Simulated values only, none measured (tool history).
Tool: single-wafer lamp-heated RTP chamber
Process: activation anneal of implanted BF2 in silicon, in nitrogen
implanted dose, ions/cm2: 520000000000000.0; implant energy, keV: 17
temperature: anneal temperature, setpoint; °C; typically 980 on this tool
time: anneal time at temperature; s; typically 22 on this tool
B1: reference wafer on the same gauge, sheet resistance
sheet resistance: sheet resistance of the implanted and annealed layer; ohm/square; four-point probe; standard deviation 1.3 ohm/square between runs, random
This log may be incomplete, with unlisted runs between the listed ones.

run 1 day=0.000 | temperature=972 time=22 | B1=301.86 | sheet_resistance=303.41
run 2 day=1.162 | temperature=972 time=22 | B1=302.20 | sheet_resistance=307.53
run 3 day=3.700 | temperature=972 time=22 | B1=302.11 | sheet_resistance=303.32
run 4 day=4.325 | temperature=980 time=25 | B1=302.11 | sheet_resistance=292.48
run 5 day=5.238 | temperature=980 time=25 | B1=301.97 | sheet_resistance=289.33
run 6 day=6.692 | temperature=980 time=32 | B1=302.08 | sheet_resistance=283.86
run 7 day=7.821 | temperature=980 time=32 | B1=302.29 | sheet_resistance=284.85
run 8 day=8.512 | temperature=980 time=22 | B1=301.66 | sheet_resistance=290.11
-- day=9.838 pyrometer window cleaned and pyrometer calibrated
run 9 day=9.858 | temperature=980 time=22 | B1=302.30 | sheet_resistance=294.22
-- day=11.121 reflector plate cleaned
run 10 day=11.142 | temperature=980 time=22 | B1=301.35 | sheet_resistance=301.73
run 11 day=11.971 | temperature=980 time=18 | B1=302.20 | sheet_resistance=304.85
run 12 day=13.062 | temperature=980 time=18 | B1=302.41 | sheet_resistance=306.54
run 13 day=13.662 | temperature=969 time=13 | B1=301.92 | sheet_resistance=330.32
run 14 day=15.108 | temperature=969 time=13 | B1=302.09 | sheet_resistance=329.05
run 15 day=16.575 | temperature=954 time=32 | B1=301.79 | sheet_resistance=330.97
run 16 day=17.221 | temperature=980 time=22 | B1=301.88 | sheet_resistance=300.30
run 17 day=18.133 | temperature=964 time=12 | B1=302.36 | sheet_resistance=340.67
run 18 day=19.283 | temperature=980 time=22 | B1=301.85 | sheet_resistance=299.53
run 19 day=20.033 | temperature=969 time=16 | B1=302.03 | sheet_resistance=323.31
run 20 day=20.629 | temperature=960 time=30 | B1=301.66 | sheet_resistance=321.55
run 21 day=21.633 | temperature=980 time=22 | B1=302.09 | sheet_resistance=299.36
-- day=22.058 pyrometer window cleaned and pyrometer calibrated
run 22 day=22.283 | temperature=953 time=10 | B1=301.89 | sheet_resistance=370.18
run 23 day=22.888 | temperature=990 time=22 | B1=302.32 | sheet_resistance=289.21
run 24 day=23.958 | temperature=980 time=12 | B1=301.95 | sheet_resistance=312.60
-- day=24.671 gauge calibrated
run 25 day=24.992 | temperature=971 time=10 | B1=301.97 | sheet_resistance=330.91

Run 26, settings as shown, results not yet in. Your forecast:
run 26 day=26.396 | temperature=953 time=10 | B1=? | sheet_resistance=?

{"run 26": {"B1": 301.47, "sheet resistance": 366.67}}
Had the tool carried no hidden state, the very same run would have given sheet resistance 369.79 ohm/square.

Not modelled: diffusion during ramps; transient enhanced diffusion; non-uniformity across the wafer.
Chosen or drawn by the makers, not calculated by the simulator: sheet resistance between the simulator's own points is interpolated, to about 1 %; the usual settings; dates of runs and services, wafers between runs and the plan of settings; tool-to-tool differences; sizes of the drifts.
